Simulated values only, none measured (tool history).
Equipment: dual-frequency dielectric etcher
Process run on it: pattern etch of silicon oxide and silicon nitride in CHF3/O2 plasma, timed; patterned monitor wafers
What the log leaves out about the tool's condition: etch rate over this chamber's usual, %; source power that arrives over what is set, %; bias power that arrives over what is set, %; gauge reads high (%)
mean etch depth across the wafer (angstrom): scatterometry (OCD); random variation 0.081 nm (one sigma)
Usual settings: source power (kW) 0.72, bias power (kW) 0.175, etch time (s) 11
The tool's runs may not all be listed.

| run | hour | source power (kW) | bias power (kW) | etch time (s) | wafers since the last listed run | hours since the last wet clean | hours since the last source power generator calibration | hours since the last bias power generator calibration | hours since the last upper electrode change | hours since the gauge calibration | read-back reference wafer on the same gauge, depth_nm | mean etch depth across the wafer (angstrom) |
|---|---|---|---|---|---|---|---|---|---|---|---|---|
| 1 | 0 | 0.72 | 0.175 | 11 | 0 | 56.2 | 3879.1 | 2256 | 1992.5 | 434.4 | 17.57 | 169.8 |
| 2 | 164.7 | 0.72 | 0.175 | 11.5 | 1572 | 220.9 | 4043.8 | 2420.7 | 2157.2 | 599.1 | 17.65 | 176 |
| 3 | 205.6 | 0.72 | 0.175 | 11 | 390 | 261.8 | 4084.7 | 2461.6 | 2198.1 | 640 | 17.64 | 170.7 |
| 4 | 252.1 | 0.72 | 0.175 | 11 | 444 | 308.3 | 4131.2 | 2508.1 | 2244.6 | 686.5 | 17.63 | 170.7 |
| 5 | 344.6 | 0.72 | 0.175 | 11 | 883 | 400.8 | 4223.7 | 2600.6 | 2337.1 | 779 | 17.6 | 169.4 |
| 6 | 435.5 | 0.72 | 0.194 | 11 | 868 | 491.7 | 4314.6 | 2691.5 | 2428 | 869.9 | 17.66 | 174.2 |
| 7 | 514.1 | 0.72 | 0.194 | 11 | 750 | 570.3 | 4393.2 | 2770.1 | 2506.6 | 948.5 | 17.68 | 175.1 |
| 8 | 568.7 | 0.83 | 0.175 | 12 | 521 | 624.9 | 4447.8 | 2824.7 | 2561.2 | 1003.1 | 17.74 | 194.7 |
|  | 619.8 | wet clean of the chamber |
|  | 653 | source power generator calibrated |
| 9 | 653.5 | 0.83 | 0.175 | 12 | 542 | 33.7 | 0.5 | 2909.5 | 2646 | 1087.9 | 17.73 | 195.8 |
|  | 665.6 | bias power generator calibrated |
| 10 | 750.3 | 0.72 | 0.175 | 11 | 886 | 130.5 | 97.3 | 84.7 | 2742.8 | 1184.7 | 17.78 | 170.7 |
| 11 | 820.8 | 0.72 | 0.175 | 11 | 673 | 201 | 167.8 | 155.2 | 2813.3 | 1255.2 | 17.83 | 171.3 |
| 12 | 882.6 | 0.72 | 0.175 | 11 | 590 | 262.8 | 229.6 | 217 | 2875.1 | 1317 | 17.84 | 170.2 |
|  | 919.5 | upper electrode replaced |
| 13 | 951.1 | 0.72 | 0.175 | 11 | 424 | 331.3 | 298.1 | 285.5 | 31.6 | 1385.5 | 17.84 | 171.2 |
| 14 | 1044.4 | 0.6 | 0.175 | 9 | 890 | 424.6 | 391.4 | 378.8 | 124.9 | 1478.8 | 17.89 | 134 |
| 15 | 1093.4 | 0.72 | 0.175 | 11 | 467 | 473.6 | 440.4 | 427.8 | 173.9 | 1527.8 | 17.94 | 174.5 |
| 16 | 1130 | 0.72 | 0.175 | 11 | 349 | 510.2 | 477 | 464.4 | 210.5 | 1564.4 | 17.94 | 173.1 |
|  | 1197.1 | wet clean of the chamber |
| 17 | 1197.6 | 0.67 | 0.193 | 9.5 | 416 | 0.5 | 544.6 | 532 | 278.1 | 1632 | 17.94 | 151.1 |
| 18 | 1241.1 | 0.83 | 0.175 | 9.5 | 415 | 44 | 588.1 | 575.5 | 321.6 | 1675.5 | 18 | 157.2 |
| 19 | 1306 | 0.59 | 0.161 | 11 | 619 | 108.9 | 653 | 640.4 | 386.5 | 1740.4 | 18.04 | 159.9 |
| 20 | 1349.2 | 0.85 | 0.215 | 8 | 412 | 152.1 | 696.2 | 683.6 | 429.7 | 1783.6 | 18.06 | 139.8 |
|  | 1390.5 | gauge calibrated |
| 21 | 1438.4 | 0.56 | 0.175 | 11 | 851 | 241.3 | 785.4 | 772.8 | 518.9 | 47.9 | 17.56 | 157.5 |
| 22 | 1680.1 | 0.61 | 0.194 | 11 | 2308 | 483 | 1027.1 | 1014.5 | 760.6 | 289.6 | 17.52 | 163.7 |
| 23 | 1759.2 | 0.59 | 0.146 | 11 | 755 | 562.1 | 1106.2 | 1093.6 | 839.7 | 368.7 | 17.53 | 152.1 |
| 24 | 1829.1 | 0.72 | 0.175 | 11 | 667 | 632 | 1176.1 | 1163.5 | 909.6 | 438.6 | 17.54 | 169.2 |
|  | 1903.1 | wet clean of the chamber |
| 25 | 1903.6 | 0.72 | 0.175 | 11 | 482 | 0.5 | 1250.6 | 1238 | 984.1 | 513.1 | 17.56 | 168.9 |
| 26 | 1977.8 | 0.72 | 0.175 | 11 | 708 | 74.7 | 1324.8 | 1312.2 | 1058.3 | 587.3 | 17.57 | 169.4 |

Measured result minus the same run's result without the hidden state. Both carry the same run-to-run variation, though not necessarily the same gauge scatter:
| run | mean etch depth across the wafer (angstrom) |
|---|---|
| 1 | +0.9 |
| 2 | +1.2 |
| 3 | +1.2 |
| 4 | +1.4 |
| 5 | +1.5 |
| 6 | +1.8 |
| 7 | +2 |
| 8 | +2.4 |
| 9 | +2.7 |
| 10 | +2.7 |
| 11 | +3 |
| 12 | +3.1 |
| 13 | +3.4 |
| 14 | +3 |
| 15 | +4.1 |
| 16 | +4.3 |
| 17 | +4 |
| 18 | +4.3 |
| 19 | +4.7 |
| 20 | +4.3 |
| 21 | +0.2 |
| 22 | +0.3 |
| 23 | +0.4 |
| 24 | +0.5 |
| 25 | +0.6 |
| 26 | +0.7 |

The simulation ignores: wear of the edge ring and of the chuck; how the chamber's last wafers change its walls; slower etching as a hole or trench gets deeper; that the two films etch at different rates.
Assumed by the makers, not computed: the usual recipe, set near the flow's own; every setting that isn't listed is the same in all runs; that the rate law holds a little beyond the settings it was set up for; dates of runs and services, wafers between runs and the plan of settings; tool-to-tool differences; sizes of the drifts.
